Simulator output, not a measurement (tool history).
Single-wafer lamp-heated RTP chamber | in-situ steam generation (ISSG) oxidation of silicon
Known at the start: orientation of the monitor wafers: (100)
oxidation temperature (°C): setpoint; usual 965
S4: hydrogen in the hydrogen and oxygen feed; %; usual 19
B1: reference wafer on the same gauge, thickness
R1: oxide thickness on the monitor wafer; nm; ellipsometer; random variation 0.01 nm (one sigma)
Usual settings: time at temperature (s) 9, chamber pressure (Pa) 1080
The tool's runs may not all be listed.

{"run": 1, "hour": 0.0, "oxidation temperature (°C)": 965, "time at temperature (s)": 9, "chamber pressure (Pa)": 1080, "S4": 19, "B1": 2.901, "R1": 3.421}
{"run": 2, "hour": 70.4, "oxidation temperature (°C)": 965, "time at temperature (s)": 9, "chamber pressure (Pa)": 1080, "S4": 19, "B1": 2.904, "R1": 3.45}
{"run": 3, "hour": 100.5, "oxidation temperature (°C)": 965, "time at temperature (s)": 7, "chamber pressure (Pa)": 1080, "S4": 19, "B1": 2.899, "R1": 3.143}
{"run": 4, "hour": 156.9, "oxidation temperature (°C)": 965, "time at temperature (s)": 9, "chamber pressure (Pa)": 1080, "S4": 17, "B1": 2.897, "R1": 3.363}
{"hour": 259.3, "done": "pyrometer window cleaned and pyrometer calibrated"}
{"run": 5, "hour": 289.7, "oxidation temperature (°C)": 965, "time at temperature (s)": 9, "chamber pressure (Pa)": 1080, "S4": 17, "B1": 2.898, "R1": 3.336}
{"run": 6, "hour": 321.9, "oxidation temperature (°C)": 965, "time at temperature (s)": 9, "chamber pressure (Pa)": 1080, "S4": 17, "B1": 2.9, "R1": 3.334}
{"run": 7, "hour": 358.0, "oxidation temperature (°C)": 965, "time at temperature (s)": 9, "chamber pressure (Pa)": 1080, "S4": 19, "B1": 2.899, "R1": 3.447}
{"run": 8, "hour": 404.3, "oxidation temperature (°C)": 965, "time at temperature (s)": 9, "chamber pressure (Pa)": 1080, "S4": 19, "B1": 2.9, "R1": 3.422}
{"run": 9, "hour": 479.1, "oxidation temperature (°C)": 965, "time at temperature (s)": 9, "chamber pressure (Pa)": 1080, "S4": 19, "B1": 2.901, "R1": 3.464}
{"hour": 494.5, "done": "pressure gauge zeroed"}
{"run": 10, "hour": 517.4, "oxidation temperature (°C)": 965, "time at temperature (s)": 9, "chamber pressure (Pa)": 1080, "S4": 14, "B1": 2.902, "R1": 3.216}
{"run": 11, "hour": 587.9, "oxidation temperature (°C)": 956, "time at temperature (s)": 9, "chamber pressure (Pa)": 1080, "S4": 17, "B1": 2.905, "R1": 3.323}
{"run": 12, "hour": 615.4, "oxidation temperature (°C)": 956, "time at temperature (s)": 9, "chamber pressure (Pa)": 1080, "S4": 17, "B1": 2.899, "R1": 3.33}
{"hour": 662.0, "done": "pyrometer window cleaned and pyrometer calibrated"}
{"run": 13, "hour": 665.3, "oxidation temperature (°C)": 956, "time at temperature (s)": 9, "chamber pressure (Pa)": 1080, "S4": 17, "B1": 2.899, "R1": 3.242}
{"run": 14, "hour": 752.3, "oxidation temperature (°C)": 956, "time at temperature (s)": 9, "chamber pressure (Pa)": 1080, "S4": 23, "B1": 2.897, "R1": 3.516}
{"hour": 758.2, "done": "gauge calibrated"}
{"run": 15, "hour": 819.1, "oxidation temperature (°C)": 981, "time at temperature (s)": 9, "chamber pressure (Pa)": 920, "S4": 11, "B1": 2.897, "R1": 3.089}
{"run": 16, "hour": 882.3, "oxidation temperature (°C)": 983, "time at temperature (s)": 9, "chamber pressure (Pa)": 1227, "S4": 15, "B1": 2.901, "R1": 3.37}
{"run": 17, "hour": 920.8, "oxidation temperature (°C)": 950, "time at temperature (s)": 6, "chamber pressure (Pa)": 1280, "S4": 12, "B1": 2.902, "R1": 2.521}
{"run": 18, "hour": 945.8, "oxidation temperature (°C)": 965, "time at temperature (s)": 9, "chamber pressure (Pa)": 1080, "S4": 19, "B1": 2.899, "R1": 3.463}
{"hour": 992.5, "done": "pyrometer window cleaned and pyrometer calibrated"}
{"run": 19, "hour": 1016.6, "oxidation temperature (°C)": 950, "time at temperature (s)": 11, "chamber pressure (Pa)": 1080, "S4": 19, "B1": 2.902, "R1": 3.547}
{"run": 20, "hour": 1048.2, "oxidation temperature (°C)": 965, "time at temperature (s)": 10, "chamber pressure (Pa)": 1133, "S4": 16, "B1": 2.901, "R1": 3.411}
{"run": 21, "hour": 1106.7, "oxidation temperature (°C)": 949, "time at temperature (s)": 10, "chamber pressure (Pa)": 1080, "S4": 19, "B1": 2.896, "R1": 3.406}
{"hour": 1136.4, "done": "hydrogen flow controller replaced"}
{"run": 22, "hour": 1153.5, "oxidation temperature (°C)": 975, "time at temperature (s)": 12, "chamber pressure (Pa)": 1080, "S4": 12, "B1": 2.9, "R1": 3.518}
{"run": 23, "hour": 1206.2, "oxidation temperature (°C)": 965, "time at temperature (s)": 9, "chamber pressure (Pa)": 1080, "S4": 19, "B1": 2.899, "R1": 3.447}
{"run": 24, "hour": 1261.5, "oxidation temperature (°C)": 972, "time at temperature (s)": 12, "chamber pressure (Pa)": 1013, "S4": 19, "B1": 2.901, "R1": 3.937}
{"run": 25, "hour": 1328.1, "oxidation temperature (°C)": 971, "time at temperature (s)": 9, "chamber pressure (Pa)": 1080, "S4": 25, "B1": 2.904, "R1": 3.792}
{"run": 26, "hour": 1371.8, "oxidation temperature (°C)": 965, "time at temperature (s)": 9, "chamber pressure (Pa)": 1080, "S4": 19, "B1": 2.9, "R1": 3.496}
{"hour": 1412.5, "done": "pyrometer window cleaned and pyrometer calibrated"}
{"run": 27, "hour": 1413.0, "oxidation temperature (°C)": 946, "time at temperature (s)": 7, "chamber pressure (Pa)": 1200, "S4": 16, "B1": 2.897, "R1": 2.849}
{"run": 28, "hour": 1448.8, "oxidation temperature (°C)": 979, "time at temperature (s)": 8, "chamber pressure (Pa)": 920, "S4": 11, "B1": 2.9, "R1": 2.919}

Forecast each of these 3 alternatives for the next run:
{"run": "A", "hour": 1449.2, "oxidation temperature (°C)": 946, "time at temperature (s)": 9, "chamber pressure (Pa)": 1080, "S4": 19, "B1": "?", "R1": "?"}
{"run": "B", "hour": 1449.2, "oxidation temperature (°C)": 965, "time at temperature (s)": 9, "chamber pressure (Pa)": 1000, "S4": 19, "B1": "?", "R1": "?"}
{"run": "C", "hour": 1449.2, "oxidation temperature (°C)": 955, "time at temperature (s)": 9, "chamber pressure (Pa)": 1267, "S4": 19, "B1": "?", "R1": "?"}

run=A B1=2.899 R1=3.288
run=B B1=2.899 R1=3.427
run=C B1=2.899 R1=3.306
Without the tool's hidden state the same runs would have given:
run=A R1=3.28
run=B R1=3.418
run=C R1=3.298
